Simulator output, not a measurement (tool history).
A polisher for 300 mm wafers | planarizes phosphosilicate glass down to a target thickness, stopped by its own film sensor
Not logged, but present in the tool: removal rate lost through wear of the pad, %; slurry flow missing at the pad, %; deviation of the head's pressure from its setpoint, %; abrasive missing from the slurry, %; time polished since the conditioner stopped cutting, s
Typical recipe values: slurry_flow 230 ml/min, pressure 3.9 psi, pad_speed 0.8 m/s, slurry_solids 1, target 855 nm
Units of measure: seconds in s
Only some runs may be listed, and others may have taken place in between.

run    hour  slurry_flow  pressure  pad_speed  slurry_solids  target  wafers since the last listed run  wafers polished on this pad  hours since the slurry nozzle was cleaned  hours since the head pressure was calibrated  hours since the slurry blender was calibrated  hours since the conditioning disc was replaced  incoming thickness of the incoming film, nm  seconds
  1       0          230       3.9        0.8              1     855                                 0                          593                                       10.3                                         592.2                                          197.8                                           218.4                                       1356.8     73.7
  2    42.3          230       3.9        0.8              1     855                               304                          898                                       52.6                                         634.5                                          240.1                                           260.7                                       1361.8       77
       94.1  -- conditioning disc replaced and pad reconditioned
  3   112.7          230       4.7        0.8           0.75     855                               492                         1390                                        123                                         704.9                                          310.5                                            18.6                                       1376.4     72.3
      125.7  -- slurry blender recalibrated
  4   150.8          230       4.7        0.8           0.75     855                               259                         1649                                      161.1                                           743                                           25.1                                            56.7                                       1351.1     62.5
      225.4  -- worn pad replaced by a new one
  5   229.5          230       3.9        0.8              1     855                               537                           29                                      239.8                                         821.7                                          103.8                                           135.4                                       1351.2     71.8
  6   300.7          230       3.9        0.8              1     855                               512                          541                                        311                                         892.9                                            175                                           206.6                                       1342.7     70.9
  7   373.6          230       3.9        0.8              1     855                               524                         1066                                      383.9                                         965.8                                          247.9                                           279.5                                       1341.4     74.2
      385.7  -- conditioning disc replaced and pad reconditioned
      412.1  -- slurry blender recalibrated
  8   420.7          230       3.9        0.8              1     855                               310                         1376                                        431                                        1012.9                                            8.6                                              35                                       1361.5     72.6
      500.5  -- slurry nozzle cleaned
      500.9  -- worn pad replaced by a new one
      513.7  -- head pressure recalibrated
      658.2  -- conditioning disc replaced and pad reconditioned
  9   706.8          230       3.9        0.8              1     855                              2019                         1452                                      206.3                                         193.1                                          294.7                                            48.6                                         1361     77.5
      739.4  -- slurry blender recalibrated
      775.7  -- worn pad replaced by a new one
 10   776.2          230       3.9        0.8              1     855                               456                            3                                      275.7                                         262.5                                           36.8                                             118                                       1381.1       75
 11   818.3          230       3.4          1              1     901                               302                          306                                      317.8                                         304.6                                           78.9                                           160.1                                       1351.7     59.1
 12   919.6          230       4.7        0.8           0.75     855                               728                         1034                                      419.1                                         405.9                                          180.2                                           261.4                                       1349.3     66.2
 13   984.1          230       3.9        0.8              1     855                               464                         1498                                      483.6                                         470.4                                          244.7                                           325.9                                       1365.8     79.6
      989.9  -- conditioning disc replaced and pad reconditioned
     1018.3  -- slurry blender recalibrated
 14  1022.3          205       3.1        0.8              1     710                               246                         1744                                      521.8                                         508.6                                              4                                            32.4                                       1377.2    118.1
     1023.7  -- slurry nozzle cleaned
     1080.9  -- worn pad replaced by a new one
 15  1125.7          230       3.9        0.8            0.7     855                               707                          322                                        102                                           612                                          107.4                                           135.8                                       1377.9     80.3
 16  1186.2          230       3.9        0.8              1     855                               435                          757                                      162.5                                         672.5                                          167.9                                           196.3                                       1378.5       75
     1257.4  -- conditioning disc replaced and pad reconditioned
 17  1257.9          230       3.9        0.8              1     855                               501                         1259                                      234.2                                         744.2                                          239.6                                             0.5                                       1367.6     76.2
     1322.9  -- slurry blender recalibrated
 18  1334.8          195       3.9       1.02              1     855                               538                         1798                                      311.1                                         821.1                                           11.9                                            77.4                                       1382.2     63.5
     1371.7  -- worn pad replaced by a new one
 19  1411.5          275       3.3        0.8              1     855                               523                          286                                      387.8                                         897.8                                           88.6                                           154.1                                       1370.7     85.1
 20  1473.1          230       3.9        0.6            0.8     855                               443                          729                                      449.4                                         959.4                                          150.2                                           215.7                                       1354.7    103.5

Consider 5 possible next runs. They are alternatives, not a sequence: every one starts from the tool as it was left by run 20. What does each give?
  A  1473.5          260       3.9        0.8              1     855                                 2                          732                                      449.8                                         959.8                                          150.6                                           216.1                                       1368.6        ?
  B  1473.5          230       3.2        0.8              1     855                                 2                          732                                      449.8                                         959.8                                          150.6                                           216.1                                       1368.6        ?
  C  1473.5          230       3.9        0.8            0.9     994                                 2                          732                                      449.8                                         959.8                                          150.6                                           216.1                                       1368.6        ?
  D  1473.5          205       3.9        0.8            0.7     855                                 2                          732                                      449.8                                         959.8                                          150.6                                           216.1                                       1368.6        ?
  E  1473.5          230       3.9        0.8           1.15    1026                                 2                          732                                      449.8                                         959.8                                          150.6                                           216.1                                       1368.6        ?

run  seconds
  A     77.1
  B     92.4
  C     58.6
  D     86.4
  E     50.4
With no hidden state in the tool, these same runs would have given:
run  seconds
  A     69.3
  B     82.7
  C     52.3
  D     76.6
  E     45.3
